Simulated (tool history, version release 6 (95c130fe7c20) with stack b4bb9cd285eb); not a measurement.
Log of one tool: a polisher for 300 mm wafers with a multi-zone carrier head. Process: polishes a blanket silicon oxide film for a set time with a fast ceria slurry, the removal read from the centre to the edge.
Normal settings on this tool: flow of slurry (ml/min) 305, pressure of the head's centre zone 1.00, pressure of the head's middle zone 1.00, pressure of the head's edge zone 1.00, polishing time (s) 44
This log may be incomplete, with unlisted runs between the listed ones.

run	hour	flow of slurry (ml/min)	pressure of the head's centre zone	pressure of the head's middle zone	pressure of the head's edge zone	polishing time (s)	incoming thickness of the incoming film, nm	film removed at the wafer's centre (nm)	film removed at mid-radius (nm)	film removed at the wafer's edge (nm)
1	0.0	305	1.00	1.00	1.00	44	1614.8	534.4	563.1	577.8
2	14.8	305	1.00	1.00	1.00	44	1639.2	546.0	566.3	574.8
3	30.4	305	1.00	1.00	0.93	44	1615.4	533.2	556.0	554.4
4	40.1	305	1.00	1.00	0.93	44	1607.2	544.2	573.4	551.6
5	51.5	305	1.00	1.00	1.00	44	1620.1	543.6	565.3	571.3
# hour 60.0: worn pad replaced by a new one
6	68.9	305	1.00	1.00	1.00	44	1599.8	534.0	566.2	576.3
# hour 78.6: edge zone pressure recalibrated
7	82.1	305	1.00	1.00	1.00	44	1621.3	531.5	550.3	556.9
8	95.8	305	1.00	1.00	1.00	44	1590.8	528.4	556.8	565.8
# hour 100.1: centre zone pressure recalibrated
9	107.3	270	1.00	1.00	1.00	44	1647.0	511.0	536.7	561.1
10	134.5	270	1.00	1.00	1.00	44	1613.7	496.5	540.2	559.8
11	151.6	305	1.00	1.00	0.90	31	1602.5	366.9	386.4	377.9
# hour 165.1: worn pad replaced by a new one
12	166.2	305	1.00	1.00	1.00	44	1631.5	509.1	544.9	546.0
13	177.6	305	1.00	1.00	0.91	44	1603.0	506.6	545.1	534.5
# hour 187.4: slurry nozzle cleaned
# hour 187.6: carrier head's membrane replaced by a new one
14	188.1	305	1.00	1.00	1.00	37	1615.3	461.2	496.4	495.9
15	195.0	305	1.06	1.00	1.08	44	1638.3	589.2	579.2	610.6
16	201.8	400	1.00	0.91	1.09	44	1613.9	576.2	554.0	628.0
17	210.9	305	1.00	1.00	1.00	44	1623.5	553.4	582.8	585.8
18	218.3	305	1.00	1.00	1.00	44	1608.8	567.1	586.3	596.1
19	236.2	270	1.00	1.00	1.00	44	1616.2	566.0	567.5	566.0
20	254.1	350	1.00	1.10	0.93	44	1616.2	571.5	641.8	573.8
21	262.1	375	1.00	1.00	1.00	44	1630.0	572.4	600.7	600.3

5 options for the next run, each taken on its own from the tool as it stands now. Forecast them:
A	262.5	405	1.00	1.00	1.00	44	1637.3	?	?	?
B	262.5	305	1.00	1.09	1.12	44	1637.3	?	?	?
C	262.5	305	1.11	1.06	0.94	44	1637.3	?	?	?
D	262.5	305	1.00	1.00	1.03	56	1637.3	?	?	?
E	262.5	305	1.00	1.10	1.00	39	1637.3	?	?	?

run	film removed at the wafer's centre (nm)	film removed at mid-radius (nm)	film removed at the wafer's edge (nm)
A	561.7	598.3	592.7
B	546.2	627.2	613.9
C	606.6	612.2	563.7
D	694.7	741.9	750.1
E	484.2	560.4	514.3
Stripped of hidden state, with their random variation kept, the same runs would have yielded:
run	film removed at the wafer's centre (nm)	film removed at mid-radius (nm)	film removed at the wafer's edge (nm)
A	562.2	598.8	593.2
B	547.0	628.0	614.5
C	607.5	613.0	564.2
D	695.7	742.9	750.9
E	484.8	561.1	514.8
